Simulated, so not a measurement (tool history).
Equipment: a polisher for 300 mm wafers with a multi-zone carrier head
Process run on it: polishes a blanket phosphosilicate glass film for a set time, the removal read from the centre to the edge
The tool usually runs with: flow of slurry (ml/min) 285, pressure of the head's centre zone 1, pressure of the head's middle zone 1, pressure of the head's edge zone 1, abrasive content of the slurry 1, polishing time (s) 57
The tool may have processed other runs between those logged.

| run | hour | flow of slurry (ml/min) | pressure of the head's centre zone | pressure of the head's middle zone | pressure of the head's edge zone | abrasive content of the slurry | polishing time (s) | wafers since the last listed run | wafers polished on this pad | hours since the slurry nozzle was cleaned | hours since the centre zone pressure was calibrated | hours since the edge zone pressure was calibrated | hours since the carrier head's membrane was replaced | incoming thickness of the incoming film, nm | film removed at the wafer's centre (nm) | film removed at mid-radius (nm) | film removed at the wafer's edge (nm) |
|---|---|---|---|---|---|---|---|---|---|---|---|---|---|---|---|---|---|
| 1 | 0 | 285 | 1 | 1 | 1 | 1 | 57 | 0 | 1243 | 54.3 | 142.1 | 1018.4 | 1255.9 | 2635.9 | 435.2 | 462.2 | 444 |
| 2 | 94 | 285 | 1 | 1 | 1 | 1 | 57 | 1180 | 2423 | 148.3 | 236.1 | 1112.4 | 1349.9 | 2674.5 | 428.9 | 454 | 441.4 |
| 3 | 156.3 | 285 | 1 | 1 | 1 | 1 | 57 | 782 | 3206 | 210.6 | 298.4 | 1174.7 | 1412.2 | 2650.8 | 428.6 | 459.6 | 441.7 |
| 4 | 210.7 | 285 | 1 | 1 | 1 | 1 | 57 | 683 | 3889 | 265 | 352.8 | 1229.1 | 1466.6 | 2627.3 | 412.6 | 450.6 | 441.6 |
|  | 241 | worn pad replaced by a new one |
| 5 | 293.2 | 285 | 1 | 1 | 1 | 1 | 57 | 986 | 655 | 347.5 | 435.3 | 1311.6 | 1549.1 | 2703 | 411.7 | 441.2 | 437.8 |
|  | 353.2 | edge zone pressure recalibrated |
| 6 | 380.5 | 285 | 1 | 1 | 1 | 1 | 57 | 1071 | 1727 | 434.8 | 522.6 | 27.3 | 1636.4 | 2624.8 | 398.8 | 441.7 | 436.2 |
| 7 | 417.5 | 285 | 1 | 1 | 1 | 1 | 57 | 464 | 2191 | 471.8 | 559.6 | 64.3 | 1673.4 | 2676 | 399.1 | 441.2 | 430.8 |
| 8 | 467.4 | 285 | 1 | 1 | 1 | 1 | 57 | 626 | 2818 | 521.7 | 609.5 | 114.2 | 1723.3 | 2665 | 404.8 | 448.8 | 427.2 |
| 9 | 522.3 | 285 | 1 | 1.05 | 1 | 1 | 57 | 689 | 3508 | 576.6 | 664.4 | 169.1 | 1778.2 | 2648.4 | 412.1 | 458.7 | 427.4 |
|  | 535.7 | worn pad replaced by a new one |
|  | 557.4 | slurry nozzle cleaned |
| 10 | 559.2 | 285 | 1 | 1 | 1 | 1 | 57 | 400 | 282 | 1.8 | 701.3 | 206 | 1815.1 | 2629.8 | 432.4 | 466.7 | 449.1 |
|  | 608 | carrier head's membrane replaced by a new one |
| 11 | 656.7 | 285 | 1.1 | 1 | 1 | 0.8 | 57 | 1161 | 1444 | 99.3 | 798.8 | 303.5 | 48.7 | 2625.7 | 397.1 | 412.8 | 389.7 |
| 12 | 708.1 | 285 | 1 | 0.96 | 1 | 1.3 | 57 | 645 | 2090 | 150.7 | 850.2 | 354.9 | 100.1 | 2704.6 | 479.6 | 487 | 494.5 |
| 13 | 763.5 | 285 | 1.12 | 1 | 1.09 | 1.3 | 72 | 695 | 2786 | 206.1 | 905.6 | 410.3 | 155.5 | 2682.4 | 633.9 | 644.5 | 657.1 |
|  | 846 | worn pad replaced by a new one |
| 14 | 859.5 | 285 | 1 | 1 | 1 | 1 | 57 | 1155 | 169 | 302.1 | 1001.6 | 506.3 | 251.5 | 2611.9 | 410.6 | 447.2 | 446.9 |
|  | 882.9 | centre zone pressure recalibrated |
| 15 | 896.5 | 285 | 1 | 1 | 1 | 1 | 57 | 439 | 608 | 339.1 | 13.6 | 543.3 | 288.5 | 2695.4 | 427.8 | 447.7 | 441.2 |
| 16 | 970.6 | 330 | 1.09 | 1 | 1 | 1 | 57 | 930 | 1539 | 413.2 | 87.7 | 617.4 | 362.6 | 2630.7 | 447.9 | 449 | 439.1 |
| 17 | 1026.3 | 285 | 0.89 | 1 | 1 | 1 | 38 | 699 | 2239 | 468.9 | 143.4 | 673.1 | 418.3 | 2672.7 | 262.4 | 293.6 | 292.7 |
| 18 | 1085.8 | 285 | 1 | 1 | 1 | 1 | 57 | 747 | 2986 | 528.4 | 202.9 | 732.6 | 477.8 | 2683.1 | 410.3 | 445.8 | 431.1 |
|  | 1125.7 | worn pad replaced by a new one |
| 19 | 1142.4 | 365 | 1 | 1.1 | 1 | 1 | 57 | 660 | 209 | 585 | 259.5 | 789.2 | 534.4 | 2670.5 | 420.3 | 485.5 | 443.8 |
| 20 | 1226.9 | 285 | 1 | 1 | 1 | 1 | 57 | 1061 | 1270 | 669.5 | 344 | 873.7 | 618.9 | 2653.3 | 404.6 | 443.5 | 436.5 |
|  | 1229.4 | slurry nozzle cleaned |
| 21 | 1269.8 | 355 | 1 | 0.95 | 1 | 0.8 | 65 | 526 | 1797 | 40.4 | 386.9 | 916.6 | 661.8 | 2680.9 | 439.9 | 467 | 455.9 |
| 22 | 1312.6 | 285 | 1 | 0.93 | 1.06 | 1.2 | 64 | 537 | 2334 | 83.2 | 429.7 | 959.4 | 704.6 | 2632.9 | 525.2 | 534.8 | 557.4 |

For each run, the measured value with the value that run would have given without the tool's hidden condition subtracted. The run-to-run variation is shared by both, the gauge scatter possibly not:
The tool's hidden condition here consists of: removal rate lost through wear of the pad, %; slurry flow missing at the pad, %; deviation of the centre zone's pressure from its setpoint, %; deviation of the edge zone's pressure from its setpoint, %.
| run | film removed at the wafer's centre (nm) | film removed at mid-radius (nm) | film removed at the wafer's edge (nm) |
|---|---|---|---|
| 1 | -17.3 | -5.5 | -4.1 |
| 2 | -29 | -11.4 | -8.5 |
| 3 | -35.5 | -14.9 | -10.8 |
| 4 | -38.7 | -17 | -12.6 |
| 5 | -44.2 | -19.5 | -14.5 |
| 6 | -47.2 | -21.6 | -16 |
| 7 | -48.7 | -22.3 | -16.3 |
| 8 | -51.1 | -23.5 | -16.7 |
| 9 | -53.6 | -24.8 | -17.3 |
| 10 | -29.6 | -0.7 | -0.7 |
| 11 | -35 | -6.8 | -4.9 |
| 12 | -46.7 | -11.2 | -8.7 |
| 13 | -66.7 | -18.8 | -14.6 |
| 14 | -48.1 | -16.9 | -12.7 |
| 15 | -24.4 | -18.2 | -13.4 |
| 16 | -31.8 | -17.8 | -13.1 |
| 17 | -23.5 | -13.8 | -10.3 |
| 18 | -41.1 | -21.9 | -15.8 |
| 19 | -41.1 | -20.1 | -13.9 |
| 20 | -48.2 | -23.1 | -17 |
| 21 | -29.9 | -2.8 | -2.3 |
| 22 | -42 | -7.3 | -5.9 |
